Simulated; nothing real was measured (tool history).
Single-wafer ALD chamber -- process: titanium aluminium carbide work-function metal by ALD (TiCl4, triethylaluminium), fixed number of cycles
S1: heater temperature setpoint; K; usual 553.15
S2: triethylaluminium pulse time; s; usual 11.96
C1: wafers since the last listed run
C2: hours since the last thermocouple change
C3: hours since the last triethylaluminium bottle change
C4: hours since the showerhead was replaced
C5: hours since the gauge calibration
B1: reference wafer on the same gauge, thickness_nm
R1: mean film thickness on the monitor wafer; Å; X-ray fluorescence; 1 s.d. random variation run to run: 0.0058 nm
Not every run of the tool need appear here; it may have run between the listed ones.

run 1 hour=0.0 | S1=553.15 S2=14.28 | C1=0 C2=1738.6 C3=565.2 C4=3411.3 C5=627.9 | B1=1.650 | R1=18.81
run 2 hour=47.6 | S1=544.15 S2=11.96 | C1=730 C2=1786.2 C3=612.8 C4=3458.9 C5=675.5 | B1=1.651 | R1=17.70
run 3 hour=83.1 | S1=544.15 S2=11.96 | C1=544 C2=1821.7 C3=648.3 C4=3494.4 C5=711.0 | B1=1.648 | R1=17.61
run 4 hour=150.5 | S1=553.15 S2=11.96 | C1=1034 C2=1889.1 C3=715.7 C4=3561.8 C5=778.4 | B1=1.651 | R1=18.18
-- hour=199.8 triethylaluminium bottle replaced
run 5 hour=204.4 | S1=553.15 S2=11.96 | C1=704 C2=1943.0 C3=4.6 C4=3615.7 C5=832.3 | B1=1.650 | R1=18.75
run 6 hour=235.9 | S1=553.15 S2=11.96 | C1=483 C2=1974.5 C3=36.1 C4=3647.2 C5=863.8 | B1=1.650 | R1=18.80
run 7 hour=290.8 | S1=553.15 S2=11.96 | C1=842 C2=2029.4 C3=91.0 C4=3702.1 C5=918.7 | B1=1.650 | R1=18.74
run 8 hour=325.1 | S1=553.15 S2=11.96 | C1=526 C2=2063.7 C3=125.3 C4=3736.4 C5=953.0 | B1=1.649 | R1=18.73
run 9 hour=349.8 | S1=553.15 S2=11.96 | C1=378 C2=2088.4 C3=150.0 C4=3761.1 C5=977.7 | B1=1.650 | R1=18.65
run 10 hour=391.6 | S1=549.15 S2=14.60 | C1=641 C2=2130.2 C3=191.8 C4=3802.9 C5=1019.5 | B1=1.650 | R1=18.44
run 11 hour=421.9 | S1=562.15 S2=11.96 | C1=464 C2=2160.5 C3=222.1 C4=3833.2 C5=1049.8 | B1=1.650 | R1=19.41
run 12 hour=462.3 | S1=562.15 S2=11.96 | C1=619 C2=2200.9 C3=262.5 C4=3873.6 C5=1090.2 | B1=1.650 | R1=19.22
run 13 hour=501.0 | S1=553.15 S2=11.96 | C1=593 C2=2239.6 C3=301.2 C4=3912.3 C5=1128.9 | B1=1.652 | R1=18.52
run 14 hour=556.9 | S1=553.15 S2=11.96 | C1=857 C2=2295.5 C3=357.1 C4=3968.2 C5=1184.8 | B1=1.651 | R1=18.51
run 15 hour=586.8 | S1=553.15 S2=11.96 | C1=458 C2=2325.4 C3=387.0 C4=3998.1 C5=1214.7 | B1=1.650 | R1=18.38
run 16 hour=628.2 | S1=566.15 S2=11.96 | C1=635 C2=2366.8 C3=428.4 C4=4039.5 C5=1256.1 | B1=1.650 | R1=19.38
run 17 hour=658.6 | S1=557.15 S2=11.96 | C1=466 C2=2397.2 C3=458.8 C4=4069.9 C5=1286.5 | B1=1.649 | R1=18.66
-- hour=683.9 gauge calibrated
run 18 hour=722.3 | S1=553.15 S2=11.96 | C1=977 C2=2460.9 C3=522.5 C4=4133.6 C5=38.4 | B1=1.651 | R1=18.26
run 19 hour=751.8 | S1=553.15 S2=16.47 | C1=452 C2=2490.4 C3=552.0 C4=4163.1 C5=67.9 | B1=1.650 | R1=18.67
run 20 hour=803.6 | S1=544.15 S2=7.56 | C1=794 C2=2542.2 C3=603.8 C4=4214.9 C5=119.7 | B1=1.650 | R1=16.38
run 21 hour=843.8 | S1=567.15 S2=9.48 | C1=616 C2=2582.4 C3=644.0 C4=4255.1 C5=159.9 | B1=1.650 | R1=18.58
run 22 hour=883.3 | S1=563.15 S2=11.96 | C1=606 C2=2621.9 C3=683.5 C4=4294.6 C5=199.4 | B1=1.649 | R1=18.80
run 23 hour=919.1 | S1=562.15 S2=11.96 | C1=549 C2=2657.7 C3=719.3 C4=4330.4 C5=235.2 | B1=1.649 | R1=18.66
run 24 hour=953.2 | S1=543.15 S2=13.65 | C1=523 C2=2691.8 C3=753.4 C4=4364.5 C5=269.3 | B1=1.651 | R1=17.47
-- hour=963.2 triethylaluminium bottle replaced
-- hour=1001.0 showerhead replaced
run 25 hour=1020.2 | S1=553.15 S2=11.96 | C1=782 C2=2758.8 C3=57.0 C4=19.2 C5=336.3 | B1=1.649 | R1=18.73
-- hour=1052.2 thermocouple changed; heater temperature recalibrated
run 26 hour=1052.7 | S1=567.15 S2=11.96 | C1=375 C2=0.5 C3=89.5 C4=51.7 C5=368.8 | B1=1.649 | R1=20.43
run 27 hour=1084.4 | S1=546.15 S2=9.11 | C1=486 C2=32.2 C3=121.2 C4=83.4 C5=400.5 | B1=1.650 | R1=18.32
run 28 hour=1220.4 | S1=566.15 S2=7.91 | C1=2086 C2=168.2 C3=257.2 C4=219.4 C5=536.5 | B1=1.650 | R1=19.42
run 29 hour=1268.4 | S1=553.15 S2=14.52 | C1=736 C2=216.2 C3=305.2 C4=267.4 C5=584.5 | B1=1.649 | R1=19.43
run 30 hour=1292.4 | S1=538.15 S2=16.19 | C1=368 C2=240.2 C3=329.2 C4=291.4 C5=608.5 | B1=1.649 | R1=18.20
run 31 hour=1328.1 | S1=553.15 S2=11.96 | C1=547 C2=275.9 C3=364.9 C4=327.1 C5=644.2 | B1=1.650 | R1=19.09
run 32 hour=1388.6 | S1=566.15 S2=11.96 | C1=928 C2=336.4 C3=425.4 C4=387.6 C5=704.7 | B1=1.649 | R1=19.86

For each run, what was the tool's unlogged condition?
gauge reads high (%): 0 in every run
H1: wafer temperature above the value expected at the setpoint (K)
H2: triethylaluminium dose above that of a fresh bottle (%)
run=1 H1=-5.32 H2=-29.4
run=2 H1=-5.44 H2=-31.8
run=3 H1=-5.53 H2=-33.6
run=4 H1=-5.69 H2=-37
run=5 H1=-5.82 H2=-3.65
run=6 H1=-5.9 H2=-5.24
run=7 H1=-6.03 H2=-8
run=8 H1=-6.12 H2=-9.73
run=9 H1=-6.18 H2=-11
run=10 H1=-6.28 H2=-13.1
run=11 H1=-6.35 H2=-14.6
run=12 H1=-6.45 H2=-16.6
run=13 H1=-6.55 H2=-18.6
run=14 H1=-6.68 H2=-21.4
run=15 H1=-6.76 H2=-22.9
run=16 H1=-6.86 H2=-25
run=17 H1=-6.93 H2=-26.5
run=18 H1=-7.09 H2=-29.7
run=19 H1=-7.16 H2=-31.2
run=20 H1=-7.29 H2=-33.8
run=21 H1=-7.38 H2=-35.9
run=22 H1=-7.48 H2=-37.8
run=23 H1=-7.57 H2=-39.6
run=24 H1=-7.65 H2=-41.4
run=25 H1=-7.81 H2=-5.95
run=26 H1=0.838 H2=-7.59
run=27 H1=0.761 H2=-9.18
run=28 H1=0.428 H2=-16
run=29 H1=0.311 H2=-18.4
run=30 H1=0.253 H2=-19.7
run=31 H1=0.165 H2=-21.5
run=32 H1=0.0177 H2=-24.5

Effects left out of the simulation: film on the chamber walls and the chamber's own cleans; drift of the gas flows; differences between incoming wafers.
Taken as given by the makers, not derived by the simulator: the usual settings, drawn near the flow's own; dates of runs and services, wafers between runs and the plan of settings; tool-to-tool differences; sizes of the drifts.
